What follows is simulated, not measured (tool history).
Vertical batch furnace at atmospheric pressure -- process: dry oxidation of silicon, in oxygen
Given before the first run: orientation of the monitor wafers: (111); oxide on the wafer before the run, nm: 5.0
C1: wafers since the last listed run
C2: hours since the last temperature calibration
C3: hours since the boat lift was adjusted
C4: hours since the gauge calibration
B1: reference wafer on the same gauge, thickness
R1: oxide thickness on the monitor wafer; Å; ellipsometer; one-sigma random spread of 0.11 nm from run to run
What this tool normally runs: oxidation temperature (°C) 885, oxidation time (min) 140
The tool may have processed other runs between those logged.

Run 1, day 0: usual settings; C1 0; C2 2370; C3 2731.2; C4 524.3; B1 36.28. Result: R1 431.5 Å.
At day 0.571: gauge calibrated.
Run 2, day 1.171: usual settings; C1 269; C2 2398.1; C3 2759.3; C4 14.4; B1 36.3. Result: R1 431 Å.
Run 3, day 2.617: usual settings; C1 333; C2 2432.8; C3 2794; C4 49.1; B1 36.29. Result: R1 433.2 Å.
Run 4, day 3.317: usual settings; C1 161; C2 2449.6; C3 2810.8; C4 65.9; B1 36.3. Result: R1 432.1 Å.
Run 5, day 3.996: usual settings; C1 156; C2 2465.9; C3 2827.1; C4 82.2; B1 36.3. Result: R1 430.7 Å.
Run 6, day 4.908: usual settings; C1 210; C2 2487.8; C3 2849; C4 104.1; B1 36.28. Result: R1 431.6 Å.
Run 7, day 5.475: usual settings; C1 130; C2 2501.4; C3 2862.6; C4 117.7; B1 36.26. Result: R1 433.7 Å.
Run 8, day 6.917: usual settings; C1 332; C2 2536; C3 2897.2; C4 152.3; B1 36.32. Result: R1 432.8 Å.
Run 9, day 7.471: usual settings but oxidation time (min) 104; C1 127; C2 2549.3; C3 2910.5; C4 165.6; B1 36.31. Result: R1 357.3 Å.
Run 10, day 8.854: usual settings but oxidation time (min) 104; C1 318; C2 2582.5; C3 2943.7; C4 198.8; B1 36.3. Result: R1 356.2 Å.
Run 11, day 9.638: usual settings but oxidation time (min) 104; C1 180; C2 2601.3; C3 2962.5; C4 217.6; B1 36.29. Result: R1 356.9 Å.
Run 12, day 11.012: usual settings; C1 316; C2 2634.3; C3 2995.5; C4 250.6; B1 36.3. Result: R1 434.3 Å.
Run 13, day 12.258: usual settings; C1 286; C2 2664.2; C3 3025.4; C4 280.5; B1 36.3. Result: R1 431.8 Å.
Run 14, day 13.375: usual settings; C1 257; C2 2691; C3 3052.2; C4 307.3; B1 36.31. Result: R1 435.5 Å.
Run 15, day 14.346: usual settings but oxidation time (min) 110; C1 223; C2 2714.3; C3 3075.5; C4 330.6; B1 36.3. Result: R1 370.8 Å.
Run 16, day 15.579: usual settings but oxidation time (min) 110; C1 284; C2 2743.9; C3 3105.1; C4 360.2; B1 36.3. Result: R1 370.9 Å.
Run 17, day 16.317: usual settings but oxidation time (min) 93; C1 169; C2 2761.6; C3 3122.8; C4 377.9; B1 36.27. Result: R1 333.3 Å.
Run 18, day 17.683: usual settings but oxidation time (min) 93; C1 314; C2 2794.4; C3 3155.6; C4 410.7; B1 36.28. Result: R1 332.4 Å.
Run 19, day 18.571: usual settings; C1 204; C2 2815.7; C3 3176.9; C4 432; B1 36.28. Result: R1 435.8 Å.
Run 20, day 19.729: usual settings but oxidation temperature (°C) 901, oxidation time (min) 191; C1 266; C2 2843.5; C3 3204.7; C4 459.8; B1 36.32. Result: R1 629.9 Å.
Run 21, day 20.329: usual settings but oxidation temperature (°C) 902, oxidation time (min) 102.5; C1 138; C2 2857.9; C3 3219.1; C4 474.2; B1 36.27. Result: R1 420.2 Å.
Run 22, day 21.117: usual settings but oxidation temperature (°C) 863, oxidation time (min) 102.5; C1 181; C2 2876.8; C3 3238; C4 493.1; B1 36.28. Result: R1 285.1 Å.
At day 22.246: boat lift adjusted.
Run 23, day 22.267: usual settings but oxidation temperature (°C) 897, oxidation time (min) 166; C1 34; C2 2904.4; C3 0.5; C4 520.7; B1 36.33. Result: R1 576.3 Å.
At day 22.371: gauge calibrated.
Run 24, day 23.45: usual settings but oxidation temperature (°C) 903, oxidation time (min) 161.5; C1 272; C2 2932.8; C3 28.9; C4 25.9; B1 36.25. Result: R1 597.8 Å.
At day 25.371: thermocouples replaced and temperature profile calibrated.
Run 25, day 25.392: usual settings but oxidation temperature (°C) 862, oxidation time (min) 93.5; C1 216; C2 0.5; C3 75.5; C4 72.5; B1 36.3. Result: R1 266.5 Å.
Run 26, day 25.688: usual settings but oxidation time (min) 200; C1 68; C2 7.6; C3 82.6; C4 79.6; B1 36.33. Result: R1 552.5 Å.
Run 27, day 29.846: usual settings but oxidation temperature (°C) 903; C1 957; C2 107.4; C3 182.4; C4 179.4; B1 36.28. Result: R1 519.5 Å.
Run 28, day 30.4: usual settings but oxidation temperature (°C) 903; C1 127; C2 120.7; C3 195.7; C4 192.7; B1 36.29. Result: R1 517 Å.
Run 29, day 31.842: usual settings; C1 332; C2 155.3; C3 230.3; C4 227.3; B1 36.26. Result: R1 431.2 Å.
Run 30, day 33.108: usual settings but oxidation temperature (°C) 910, oxidation time (min) 80.5; C1 291; C2 185.7; C3 260.7; C4 257.7; B1 36.28. Result: R1 382.5 Å.
Run 31, day 33.646: usual settings but oxidation temperature (°C) 863, oxidation time (min) 102.5; C1 123; C2 198.6; C3 273.6; C4 270.6; B1 36.31. Result: R1 283.6 Å.
Run 32, day 34.483: usual settings but oxidation time (min) 85.5; C1 192; C2 218.7; C3 293.7; C4 290.7; B1 36.25. Result: R1 312.7 Å.
Run 33, day 35.129: usual settings but oxidation temperature (°C) 909, oxidation time (min) 101.5; C1 148; C2 234.2; C3 309.2; C4 306.2; B1 36.3. Result: R1 441.1 Å.
Run 34, day 36.192: usual settings; C1 244; C2 259.7; C3 334.7; C4 331.7; B1 36.33. Result: R1 432.8 Å.
Run 35, day 37.625: usual settings but oxidation temperature (°C) 878, oxidation time (min) 119.5; C1 330; C2 294.1; C3 369.1; C4 366.1; B1 36.35. Result: R1 361.1 Å.
Run 36, day 38.962: usual settings but oxidation temperature (°C) 900, oxidation time (min) 164; C1 308; C2 326.2; C3 401.2; C4 398.2; B1 36.31. Result: R1 557.3 Å.

4 options for the next run, each taken on its own from the tool as it stands now. Forecast them:
Run A, day 39.25: usual settings; C1 66; C2 333.1; C3 408.1; C4 405.1; B1 ?. Result: R1 ?.
Run B, day 39.25: usual settings but oxidation time (min) 113.5; C1 66; C2 333.1; C3 408.1; C4 405.1; B1 ?. Result: R1 ?.
Run C, day 39.25: usual settings but oxidation temperature (°C) 893; C1 66; C2 333.1; C3 408.1; C4 405.1; B1 ?. Result: R1 ?.
Run D, day 39.25: usual settings but oxidation temperature (°C) 896, oxidation time (min) 75.5; C1 66; C2 333.1; C3 408.1; C4 405.1; B1 ?. Result: R1 ?.

run     B1     R1
  A  36.29  432.3
  B  36.29  376.3
  C  36.29    468
  D  36.29  320.8
Stripped of hidden state, with their random variation kept, the same runs would have yielded:
run     R1
  A  434.7
  B  378.3
  C  470.6
  D  322.5

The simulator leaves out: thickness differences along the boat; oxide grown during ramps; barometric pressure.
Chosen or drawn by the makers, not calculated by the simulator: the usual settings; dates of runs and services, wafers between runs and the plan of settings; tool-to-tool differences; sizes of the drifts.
